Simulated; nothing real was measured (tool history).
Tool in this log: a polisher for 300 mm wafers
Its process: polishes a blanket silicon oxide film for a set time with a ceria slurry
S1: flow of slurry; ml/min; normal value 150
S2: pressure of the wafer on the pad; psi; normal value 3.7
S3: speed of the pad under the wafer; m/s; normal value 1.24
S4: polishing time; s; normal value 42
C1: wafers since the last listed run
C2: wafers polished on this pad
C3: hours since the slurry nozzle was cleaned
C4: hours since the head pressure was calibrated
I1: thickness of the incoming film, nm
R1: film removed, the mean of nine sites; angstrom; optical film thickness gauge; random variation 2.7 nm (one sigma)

| run | hour | S1 | S2 | S3 | S4 | C1 | C2 | C3 | C4 | I1 | R1 |
|---|---|---|---|---|---|---|---|---|---|---|---|
| 1 | 0.0 | 150 | 3.7 | 1.24 | 42 | 0 | 4692 | 195.1 | 163.7 | 783.2 | 2680 |
| 2 | 31.2 | 150 | 3.7 | 1.24 | 42 | 431 | 5124 | 226.3 | 194.9 | 762.8 | 2662 |
| 3 | 76.5 | 150 | 3.7 | 1.24 | 42 | 626 | 5750 | 271.6 | 240.2 | 765.5 | 2637 |
| 4 | 104.6 | 150 | 3.7 | 1.24 | 42 | 388 | 6139 | 299.7 | 268.3 | 778.3 | 2667 |
|  | 163.5 | worn pad replaced by a new one |
| 5 | 173.8 | 150 | 3.7 | 1.02 | 42 | 902 | 143 | 368.9 | 337.5 | 776.0 | 2461 |
| 6 | 233.2 | 150 | 3.7 | 1.02 | 42 | 821 | 964 | 428.3 | 396.9 | 766.5 | 2328 |
| 7 | 257.8 | 160 | 3.7 | 1.24 | 39 | 340 | 1305 | 452.9 | 421.5 | 770.8 | 2602 |
|  | 260.1 | slurry nozzle cleaned |
| 8 | 284.9 | 170 | 3.7 | 1.10 | 42 | 361 | 1666 | 24.8 | 448.6 | 768.7 | 2511 |
|  | 323.1 | head pressure recalibrated |
| 9 | 340.6 | 150 | 3.7 | 1.24 | 42 | 743 | 2409 | 80.5 | 17.5 | 770.9 | 2761 |
| 10 | 369.4 | 150 | 3.7 | 1.24 | 42 | 398 | 2808 | 109.3 | 46.3 | 762.6 | 2720 |
| 11 | 419.5 | 150 | 3.7 | 1.24 | 42 | 693 | 3501 | 159.4 | 96.4 | 780.1 | 2713 |
| 12 | 477.5 | 150 | 3.7 | 1.24 | 42 | 802 | 4303 | 217.4 | 154.4 | 761.0 | 2705 |
|  | 551.8 | worn pad replaced by a new one |
| 13 | 591.7 | 150 | 3.7 | 1.24 | 42 | 1524 | 551 | 331.6 | 268.6 | 776.1 | 2839 |
| 14 | 633.6 | 150 | 3.7 | 1.24 | 42 | 579 | 1131 | 373.5 | 310.5 | 776.3 | 2780 |
| 15 | 678.2 | 150 | 5.0 | 1.08 | 42 | 617 | 1748 | 418.1 | 355.1 | 770.9 | 3256 |
|  | 751.3 | head pressure recalibrated |
|  | 751.6 | slurry nozzle cleaned |
| 16 | 763.8 | 150 | 3.7 | 1.24 | 42 | 1152 | 2901 | 12.2 | 12.5 | 771.3 | 2724 |
| 17 | 789.0 | 150 | 3.7 | 1.24 | 42 | 348 | 3250 | 37.4 | 37.7 | 768.0 | 2659 |
| 18 | 837.0 | 150 | 4.1 | 1.50 | 36 | 664 | 3914 | 85.4 | 85.7 | 764.8 | 3032 |
| 19 | 873.0 | 150 | 3.7 | 1.24 | 42 | 498 | 4412 | 121.4 | 121.7 | 777.9 | 2673 |
| 20 | 922.9 | 150 | 3.7 | 1.24 | 42 | 690 | 5102 | 171.3 | 171.6 | 766.4 | 2688 |
| 21 | 990.7 | 130 | 3.7 | 1.64 | 42 | 938 | 6040 | 239.1 | 239.4 | 771.7 | 3308 |
| 22 | 1016.6 | 150 | 3.7 | 1.24 | 42 | 358 | 6399 | 265.0 | 265.3 | 767.4 | 2643 |
|  | 1055.2 | worn pad replaced by a new one |
| 23 | 1066.6 | 170 | 3.7 | 1.24 | 42 | 636 | 158 | 315.0 | 315.3 | 773.6 | 2950 |
| 24 | 1112.6 | 110 | 3.7 | 1.24 | 52 | 636 | 794 | 361.0 | 361.3 | 781.3 | 3265 |
| 25 | 1165.8 | 110 | 2.7 | 1.08 | 42 | 736 | 1530 | 414.2 | 414.5 | 770.2 | 1674 |
|  | 1199.3 | slurry nozzle cleaned |
| 26 | 1214.4 | 110 | 2.7 | 1.08 | 42 | 658 | 2189 | 15.1 | 463.1 | 779.0 | 1670 |
|  | 1224.3 | head pressure recalibrated |
| 27 | 1271.6 | 150 | 3.7 | 1.24 | 42 | 763 | 2953 | 72.3 | 47.3 | 762.5 | 2748 |
| 28 | 1334.0 | 190 | 3.7 | 0.96 | 30 | 863 | 3816 | 134.7 | 109.7 | 779.9 | 1583 |
| 29 | 1364.9 | 130 | 3.7 | 1.24 | 42 | 427 | 4244 | 165.6 | 140.6 | 782.6 | 2640 |
| 30 | 1415.3 | 180 | 3.7 | 1.10 | 42 | 697 | 4941 | 216.0 | 191.0 | 754.4 | 2521 |
| 31 | 1460.4 | 180 | 4.7 | 0.90 | 51 | 624 | 5565 | 261.1 | 236.1 | 753.0 | 3197 |
|  | 1499.5 | worn pad replaced by a new one |
| 32 | 1511.1 | 185 | 3.3 | 1.24 | 32 | 646 | 160 | 311.8 | 286.8 | 774.6 | 2004 |
| 33 | 1560.7 | 175 | 3.7 | 0.86 | 42 | 686 | 846 | 361.4 | 336.4 | 766.3 | 2040 |
| 34 | 1589.7 | 150 | 3.7 | 1.24 | 36 | 401 | 1247 | 390.4 | 365.4 | 754.2 | 2389 |
|  | 1619.9 | head pressure recalibrated |
|  | 1626.5 | slurry nozzle cleaned |
| 35 | 1632.0 | 150 | 3.7 | 0.90 | 32 | 543 | 1791 | 5.5 | 12.1 | 774.1 | 1606 |
| 36 | 1684.6 | 165 | 3.7 | 1.42 | 34 | 727 | 2519 | 58.1 | 64.7 | 767.0 | 2542 |
| 37 | 1746.0 | 190 | 4.3 | 1.38 | 48 | 849 | 3369 | 119.5 | 126.1 | 773.1 | 4194 |

Branching from run 37: 4 alternative next runs. What would each branch give?
| A | 1746.4 | 190 | 3.7 | 1.24 | 42 | 5 | 3374 | 119.9 | 126.5 | 769.9 | ? |
| B | 1746.4 | 165 | 4.4 | 1.24 | 46 | 5 | 3374 | 119.9 | 126.5 | 769.9 | ? |
| C | 1746.4 | 165 | 2.9 | 1.12 | 35 | 5 | 3374 | 119.9 | 126.5 | 769.9 | ? |
| D | 1746.4 | 150 | 4.3 | 1.62 | 50 | 5 | 3374 | 119.9 | 126.5 | 769.9 | ? |

| run | R1 |
|---|---|
| A | 2794 |
| B | 3558 |
| C | 1626 |
| D | 4762 |
Stripped of hidden state, with their random variation kept, the same runs would have yielded:
| run | R1 |
|---|---|
| A | 3042 |
| B | 3875 |
| C | 1770 |
| D | 5185 |

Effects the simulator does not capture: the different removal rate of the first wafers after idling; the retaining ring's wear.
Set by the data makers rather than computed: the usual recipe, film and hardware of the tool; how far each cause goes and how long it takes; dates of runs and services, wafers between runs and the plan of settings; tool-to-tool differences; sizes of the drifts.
